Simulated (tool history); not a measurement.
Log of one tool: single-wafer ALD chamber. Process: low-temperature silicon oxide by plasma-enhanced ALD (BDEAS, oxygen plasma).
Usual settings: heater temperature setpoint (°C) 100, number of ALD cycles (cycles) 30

run	hour	heater temperature setpoint (°C)	number of ALD cycles (cycles)	wafers since the last listed run	hours since the last thermocouple change	hours since the gauge calibration	read-back reference wafer on the same gauge, thickness_nm	mean film thickness on the monitor wafer (nm)
1	0	100	30	0	251.9	1555.8	5.023	4.467
2	96.7	100	30	899	348.6	1652.5	5.017	4.448
3	142	100	30	421	393.9	1697.8	5.022	4.47
4	214.2	89	30	671	466.1	1770	5.021	4.611
5	279	100	35	602	530.9	1834.8	5.022	5.156
6	379.4	100	30	934	631.3	1935.2	5.016	4.428
7	476.9	100	30	907	728.8	2032.7	5.022	4.429
8	515.5	111	32	359	767.4	2071.3	5.02	4.64
9	574.1	111	32	545	826	2129.9	5.021	4.643
10	635.3	111	32	569	887.2	2191.1	5.015	4.63
11	709.1	100	30	686	961	2264.9	5.014	4.428
12	792.8	100	26	778	1044.7	2348.6	5.016	3.842
13	896.3	100	26	963	1148.2	2452.1	5.021	3.84
14	932.6	112	30	337	1184.5	2488.4	5.017	4.325
15	1138.4	112	30	1914	1390.3	2694.2	5.021	4.335
16	1233.6	109	30	885	1485.5	2789.4	5.023	4.352
17	1274	109	30	375	1525.9	2829.8	5.02	4.36
18	1363.6	109	30	833	1615.5	2919.4	5.024	4.351
19	1440.1	100	31	711	1692	2995.9	5.022	4.572
20	1520.4	100	31	747	1772.3	3076.2	5.016	4.567
21	1678.2	100	34	1468	1930.1	3234	5.018	5.007
22	1717.6	100	34	366	1969.5	3273.4	5.021	5.02
# hour 1717.7: gauge calibrated
23	1770.6	90	24	493	2022.5	52.9	5.02	3.655
# hour 1977.3: thermocouple changed; heater temperature recalibrated
24	2038.4	100	30	2417	61.1	320.7	5.015	4.383
25	2091.6	93	32	495	114.3	373.9	5.019	4.752
26	2139.7	95	35	447	162.4	422	5.019	5.171
27	2230.4	96	34	843	253.1	512.7	5.019	4.998
28	2336	96	26	982	358.7	618.3	5.019	3.819
29	2375.7	111	30	369	398.4	658	5.02	4.283
30	2455.8	108	28	745	478.5	738.1	5.021	4.025
31	2561.6	93	26	984	584.3	843.9	5.016	3.863
# hour 2590.2: thermocouple changed; heater temperature recalibrated, repeated, since the last time left the tool worse
32	2604.9	100	30	328	14.7	887.2	5.024	4.443
33	2805.5	100	30	1866	215.3	1087.8	5.022	4.435
34	2856.3	100	30	472	266.1	1138.6	5.019	4.454
35	2903.7	86	30	441	313.5	1186	5.023	4.672
36	2990.7	100	24	809	400.5	1273	5.019	3.557
37	3059	93	30	635	468.8	1341.3	5.021	4.564
38	3345.9	107	35	2669	755.7	1628.2	5.021	5.107
39	3445.8	113	33	929	855.6	1728.1	5.021	4.765
40	3486.3	110	25	376	896.1	1768.6	5.023	3.647
41	3571.2	110	25	789	981	1853.5	5.02	3.648
42	3651.4	100	30	746	1061.2	1933.7	5.02	4.439
43	3755.8	105	24	971	1165.6	2038.1	5.018	3.514
44	3831.3	89	26	702	1241.1	2113.6	5.025	3.987
45	3904.4	92	35	680	1314.2	2186.7	5.018	5.291

Measured less the same run without the tool's hidden state. The same run-to-run variation is in both; the gauge's scatter may not be:
The hidden state here: wafer temperature above the value expected at the setpoint (K); gauge reads high (%).
run	mean film thickness on the monitor wafer (nm)
1	-0.004
2	-0.006
3	-0.006
4	-0.014
5	-0.009
6	-0.009
7	-0.01
8	-0.011
9	-0.012
10	-0.013
11	-0.014
12	-0.012
13	-0.014
14	-0.017
15	-0.019
16	-0.021
17	-0.021
18	-0.023
19	-0.024
20	-0.026
21	-0.03
22	-0.03
23	-0.045
24	-0.058
25	-0.125
26	-0.118
27	-0.106
28	-0.083
29	-0.063
30	-0.059
31	-0.107
32	-0.002
33	-0.004
34	-0.005
35	-0.011
36	-0.005
37	-0.015
38	-0.014
39	-0.014
40	-0.011
41	-0.012
42	-0.015
43	-0.014
44	-0.031
45	-0.043
